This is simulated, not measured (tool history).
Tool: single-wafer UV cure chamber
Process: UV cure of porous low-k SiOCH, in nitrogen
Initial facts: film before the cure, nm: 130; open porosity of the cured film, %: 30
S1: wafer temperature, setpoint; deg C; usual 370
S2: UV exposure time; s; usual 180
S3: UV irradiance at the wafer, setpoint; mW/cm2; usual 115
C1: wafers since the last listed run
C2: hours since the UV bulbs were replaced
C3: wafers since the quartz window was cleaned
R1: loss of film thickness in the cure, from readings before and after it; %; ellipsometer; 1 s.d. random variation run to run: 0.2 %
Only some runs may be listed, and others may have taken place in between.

run    hour   S1   S2   S3    C1      C2    C3      R1
  1       0  364  180  115     0   165.9   600  14.249
  2   104.4  370  180  138  1359   270.3  1960   15.48
  3   159.4  370  180  138   716   325.3  2676  15.602
  4     256  370  180  138  1258   421.9  3934  15.561
  5   315.6  370  180  115   776   481.5  4710  14.225
  6   419.7  370  180   98  1355   585.6  6066  13.145
  7   497.5  370  180   98  1013   663.4  7079   13.45
        514  -- quartz window cleaned
  8   538.8  370  250  139   433   704.7   323  16.851
  9   628.9  375  180  115  1173   794.8  1496   14.22
 10     711  370  135  115  1069   876.9  2565  12.679
 11   815.2  370  135  115  1357   981.1  3922  13.113
 12   882.3  370  135  115   873  1048.2  4796  12.698
 13   932.1  370  180  115   648    1098  5445  14.266
 14     976  358  180  115   571  1141.9  6017  13.616
      985.1  -- quartz window cleaned
 15  1140.1  370  180  115  2032    1306  2018  13.892
 16  1185.7  380  275  154   593  1351.6  2612  18.077
 17  1256.6  370  225  115   923  1422.5  3535  15.206
 18  1361.1  370  180   92  1360    1527  4896  12.814
 19  1423.7  370  180  115   815  1589.6  5711  14.188
 20  1509.6  370  180  154  1118  1675.5  6830  15.217
     1556.2  -- quartz window cleaned
 21  1569.7  383  180  115   678  1735.6   175  13.783
 22  1650.3  370  180  115  1049  1816.2  1225  13.473
 23  1704.8  370  180  131   709  1870.7  1935  14.034
     1742.1  -- UV bulbs replaced
 24  1791.2  370  180  115  1021    49.1  2956  14.262
 25  1888.6  370  180  115  1268   146.5  4224  14.177
 26  1947.9  370  180  138   772   205.8  4997  15.341
     2014.2  -- quartz window cleaned
 27  2052.3  370  180  115  1255   310.2   496   14.22
 28  2158.2  361  180  104  1379   416.1  1876  13.695
 29  2359.5  370  140  115  2621   617.4  4497  12.724
 30  2450.2  370  180  115  1181   708.1  5678  14.368
 31  2525.6  370   95  138   981   783.5  6660  11.681

Hidden state, per run?
transmission lost against a clean window, %: 0 at every run
H1: lamp output below its setpoint, %
run     H1
  1  0.168
  2  0.353
  3  0.487
  4   0.78
  5  0.998
  6   1.45
  7   1.84
  8   2.07
  9   2.62
 10   3.18
 11   3.97
 12   4.52
 13   4.95
 14   5.35
 15   6.99
 16   7.48
 17   8.28
 18   9.53
 19   10.3
 20   11.5
 21   12.3
 22   13.5
 23   14.3
 24    2.1
 25   2.18
 26   2.27
 27   2.49
 28    2.8
 29   3.64
 30   4.13
 31   4.59
